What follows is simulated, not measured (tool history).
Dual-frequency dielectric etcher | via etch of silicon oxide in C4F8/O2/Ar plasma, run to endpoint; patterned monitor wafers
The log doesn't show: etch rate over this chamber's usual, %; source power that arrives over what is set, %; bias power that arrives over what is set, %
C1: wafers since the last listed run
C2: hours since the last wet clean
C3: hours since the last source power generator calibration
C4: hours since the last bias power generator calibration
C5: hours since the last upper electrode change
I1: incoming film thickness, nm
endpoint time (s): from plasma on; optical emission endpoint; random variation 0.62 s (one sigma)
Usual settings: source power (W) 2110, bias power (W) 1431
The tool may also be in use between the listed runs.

Run 1, hour 0.0: usual settings; C1 0; C2 70.4; C3 3459.7; C4 717.2; C5 3209.5; I1 938.1. Result: endpoint time (s) 198.2.
Run 2, hour 66.6: usual settings; C1 260; C2 137.0; C3 3526.3; C4 783.8; C5 3276.1; I1 944.2. Result: endpoint time (s) 199.9.
Run 3, hour 92.3: usual settings; C1 100; C2 162.7; C3 3552.0; C4 809.5; C5 3301.8; I1 940.9. Result: endpoint time (s) 199.7.
Run 4, hour 152.8: usual settings; C1 237; C2 223.2; C3 3612.5; C4 870.0; C5 3362.3; I1 932.0. Result: endpoint time (s) 198.1.
Run 5, hour 204.2: usual settings but bias power (W) 1543; C1 201; C2 274.6; C3 3663.9; C4 921.4; C5 3413.7; I1 935.2. Result: endpoint time (s) 192.4.
Run 6, hour 243.3: usual settings but bias power (W) 1161; C1 153; C2 313.7; C3 3703.0; C4 960.5; C5 3452.8; I1 942.3. Result: endpoint time (s) 214.0.
Run 7, hour 278.0: usual settings but bias power (W) 1161; C1 135; C2 348.4; C3 3737.7; C4 995.2; C5 3487.5; I1 935.5. Result: endpoint time (s) 212.6.
At hour 313.0: wet clean of the chamber.
Run 8, hour 325.8: usual settings; C1 93; C2 12.8; C3 3785.5; C4 1043.0; C5 3535.3; I1 933.8. Result: endpoint time (s) 196.7.
Run 9, hour 356.0: usual settings but bias power (W) 1336; C1 118; C2 43.0; C3 3815.7; C4 1073.2; C5 3565.5; I1 939.3. Result: endpoint time (s) 204.5.
At hour 472.6: upper electrode replaced.
Run 10, hour 487.0: usual settings; C1 419; C2 174.0; C3 3946.7; C4 1204.2; C5 14.4; I1 935.5. Result: endpoint time (s) 196.8.
Run 11, hour 531.0: usual settings; C1 172; C2 218.0; C3 3990.7; C4 1248.2; C5 58.4; I1 930.5. Result: endpoint time (s) 196.0.
At hour 629.9: wet clean of the chamber.
Run 12, hour 711.1: usual settings; C1 611; C2 81.2; C3 4170.8; C4 1428.3; C5 238.5; I1 941.2. Result: endpoint time (s) 198.8.
Run 13, hour 758.1: usual settings; C1 184; C2 128.2; C3 4217.8; C4 1475.3; C5 285.5; I1 937.1. Result: endpoint time (s) 197.6.
Run 14, hour 785.7: usual settings; C1 108; C2 155.8; C3 4245.4; C4 1502.9; C5 313.1; I1 937.2. Result: endpoint time (s) 197.9.
Run 15, hour 817.9: usual settings; C1 126; C2 188.0; C3 4277.6; C4 1535.1; C5 345.3; I1 936.4. Result: endpoint time (s) 197.6.
At hour 986.8: wet clean of the chamber.
Run 16, hour 987.3: usual settings but source power (W) 1780; C1 569; C2 0.5; C3 4447.0; C4 1704.5; C5 514.7; I1 943.0. Result: endpoint time (s) 209.3.
Run 17, hour 1002.1: usual settings but source power (W) 2590, bias power (W) 1275; C1 57; C2 15.3; C3 4461.8; C4 1719.3; C5 529.5; I1 950.3. Result: endpoint time (s) 194.0.
Run 18, hour 1030.8: usual settings; C1 112; C2 44.0; C3 4490.5; C4 1748.0; C5 558.2; I1 942.3. Result: endpoint time (s) 199.0.
At hour 1087.8: source power generator calibrated.
Run 19, hour 1095.8: usual settings but source power (W) 1690, bias power (W) 1567; C1 239; C2 109.0; C3 8.0; C4 1813.0; C5 623.2; I1 941.3. Result: endpoint time (s) 205.6.
At hour 1106.0: bias power generator calibrated.
Run 20, hour 1125.7: usual settings but source power (W) 1960; C1 101; C2 138.9; C3 37.9; C4 19.7; C5 653.1; I1 939.0. Result: endpoint time (s) 205.9.
Run 21, hour 1166.7: usual settings; C1 160; C2 179.9; C3 78.9; C4 60.7; C5 694.1; I1 940.4. Result: endpoint time (s) 201.2.
Run 22, hour 1210.5: usual settings but source power (W) 1880, bias power (W) 1128; C1 171; C2 223.7; C3 122.7; C4 104.5; C5 737.9; I1 936.8. Result: endpoint time (s) 224.8.
Run 23, hour 1246.0: usual settings but source power (W) 2320, bias power (W) 1781; C1 139; C2 259.2; C3 158.2; C4 140.0; C5 773.4; I1 942.3. Result: endpoint time (s) 181.8.
Run 24, hour 1309.8: usual settings but source power (W) 1780, bias power (W) 1605; C1 250; C2 323.0; C3 222.0; C4 203.8; C5 837.2; I1 941.4. Result: endpoint time (s) 203.4.
Run 25, hour 1347.4: usual settings but source power (W) 2300; C1 147; C2 360.6; C3 259.6; C4 241.4; C5 874.8; I1 939.1. Result: endpoint time (s) 195.5.
At hour 1397.8: wet clean of the chamber.
Run 26, hour 1398.3: usual settings but source power (W) 1770; C1 105; C2 0.5; C3 310.5; C4 292.3; C5 925.7; I1 933.5. Result: endpoint time (s) 209.5.

Hidden state at the last listed run before each entry between runs and at the first one after, where it differs:
Between runs 7 and 8: wet clean of the chamber (hour 313.0)
  bias power that arrives over what is set, %: 4.24 -> 4.32
  measured less the result without the state, endpoint time (s): -2.9 -> -2.9
Between runs 9 and 10: upper electrode replaced (hour 472.6)
  bias power that arrives over what is set, %: 4.37 -> 4.56
  measured less the result without the state, endpoint time (s): -2.9 -> -3.0
Between runs 11 and 12: wet clean of the chamber (hour 629.9)
  bias power that arrives over what is set, %: 4.62 -> 4.81
  measured less the result without the state, endpoint time (s): -3.0 -> -3.2
Between runs 15 and 16: wet clean of the chamber (hour 986.8)
  bias power that arrives over what is set, %: 4.91 -> 5.03
  measured less the result without the state, endpoint time (s): -3.3 -> -3.6
Between runs 18 and 19: source power generator calibrated (hour 1087.8)
  bias power that arrives over what is set, %: 5.06 -> 5.09
  measured less the result without the state, endpoint time (s): -3.4 -> -3.7
Between runs 19 and 20: bias power generator calibrated (hour 1106.0)
  bias power that arrives over what is set, %: 5.09 -> -0.448
  measured less the result without the state, endpoint time (s): -3.7 -> +0.3
Between runs 25 and 26: wet clean of the chamber (hour 1397.8)
  bias power that arrives over what is set, %: 0.975 -> 1.24
  measured less the result without the state, endpoint time (s): -0.7 -> -0.9
